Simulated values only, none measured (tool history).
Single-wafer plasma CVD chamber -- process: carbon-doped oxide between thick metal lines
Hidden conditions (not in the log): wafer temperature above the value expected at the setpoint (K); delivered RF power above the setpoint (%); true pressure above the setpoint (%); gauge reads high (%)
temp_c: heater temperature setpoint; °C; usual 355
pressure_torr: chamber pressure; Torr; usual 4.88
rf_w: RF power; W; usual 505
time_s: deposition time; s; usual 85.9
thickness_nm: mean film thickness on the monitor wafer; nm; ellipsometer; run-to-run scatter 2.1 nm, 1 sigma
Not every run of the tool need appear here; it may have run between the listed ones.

run,hour,temp_c,pressure_torr,rf_w,time_s,wafers since the last listed run,hours since the last thermocouple change,hours since the last RF generator calibration,hours since the last manometer calibration,hours since the showerhead was replaced,hours since the gauge calibration,"read-back reference wafer on the same gauge, thickness_nm",thickness_nm
1,0.0,360,4.88,505,85.9,0,173.4,1760.0,1660.0,4696.9,36.4,441.131,395.245
2,64.6,360,4.88,505,85.9,753,238.0,1824.6,1724.6,4761.5,101.0,440.304,394.629
3,112.7,355,4.88,505,85.9,560,286.1,1872.7,1772.7,4809.6,149.1,440.870,399.296
4,150.7,355,4.88,505,85.9,443,324.1,1910.7,1810.7,4847.6,187.1,441.455,394.692
5,197.6,355,4.88,505,85.9,546,371.0,1957.6,1857.6,4894.5,234.0,441.148,397.165
6,244.2,355,4.88,505,85.9,543,417.6,2004.2,1904.2,4941.1,280.6,441.339,399.524
7,312.0,355,4.88,505,85.9,790,485.4,2072.0,1972.0,5008.9,348.4,441.068,395.945
# hour 352.7: capacitance manometer re-zeroed and calibrated
8,356.7,355,4.88,505,85.9,427,530.1,2116.7,4.0,5053.6,393.1,440.474,397.231
9,421.1,355,4.88,540,85.9,750,594.5,2181.1,68.4,5118.0,457.5,441.365,418.059
10,449.8,355,4.88,540,85.9,334,623.2,2209.8,97.1,5146.7,486.2,440.572,413.405
11,502.7,355,4.88,540,85.9,616,676.1,2262.7,150.0,5199.6,539.1,440.896,414.308
12,563.4,355,4.88,505,85.9,707,736.8,2323.4,210.7,5260.3,599.8,441.086,392.730
13,596.7,355,4.88,420,85.9,388,770.1,2356.7,244.0,5293.6,633.1,440.498,336.268
# hour 625.3: showerhead replaced
14,654.6,355,4.88,505,85.9,581,828.0,2414.6,301.9,29.3,691.0,440.701,391.141
15,754.0,355,4.88,505,85.9,1158,927.4,2514.0,401.3,128.7,790.4,440.873,394.090
16,813.3,355,4.88,435,72.0,691,986.7,2573.3,460.6,188.0,849.7,440.525,290.954
17,885.1,355,4.88,505,85.9,837,1058.5,2645.1,532.4,259.8,921.5,441.272,391.893
# hour 893.5: RF generator calibrated
18,911.5,355,4.23,505,85.9,214,1084.9,18.0,558.8,286.2,947.9,441.092,398.879
# hour 915.8: gauge calibrated
# hour 933.9: thermocouple changed; heater temperature recalibrated
19,955.5,355,4.88,440,85.9,419,21.6,62.0,602.8,330.2,39.7,441.039,369.097
20,1023.5,355,4.20,505,101.2,792,89.6,130.0,670.8,398.2,107.7,440.737,465.572
21,1084.6,355,4.88,505,85.9,712,150.7,191.1,731.9,459.3,168.8,440.868,410.722
22,1109.7,355,4.88,505,85.9,292,175.8,216.2,757.0,484.4,193.9,440.997,414.088
23,1167.5,355,3.67,505,94.6,673,233.6,274.0,814.8,542.2,251.7,440.851,423.872
24,1198.5,355,4.88,555,90.3,361,264.6,305.0,845.8,573.2,282.7,441.285,457.533
25,1264.4,355,4.88,505,85.9,768,330.5,370.9,911.7,639.1,348.6,440.566,407.626
26,1323.6,355,4.88,505,80.8,690,389.7,430.1,970.9,698.3,407.8,440.503,383.462
27,1380.9,355,5.71,405,80.1,668,447.0,487.4,1028.2,755.6,465.1,440.897,325.037
28,1412.1,362,4.41,505,70.0,363,478.2,518.6,1059.4,786.8,496.3,440.888,320.330

Selected run-to-run steps in thickness_nm, each split into two signed amounts: the part the tool would show with no hidden state at all (from settings, incoming material and random variation), and the remainder, which goes to the hidden state together with any gauge scatter not common to the measured and the hidden-state-free results:
Run 15 -> 16: rf_w 505 -> 435, time_s 85.9 -> 72.0. thickness_nm -103.136 nm: hidden state +2.311, all else -105.447.
Run 16 -> 17: rf_w 435 -> 505, time_s 72.0 -> 85.9. thickness_nm +100.939 nm: hidden state -3.301, all else +104.240.
Run 17 -> 18: pressure_torr 4.88 -> 4.23, RF generator calibrated. thickness_nm +6.986 nm: hidden state +20.147, all else -13.161.
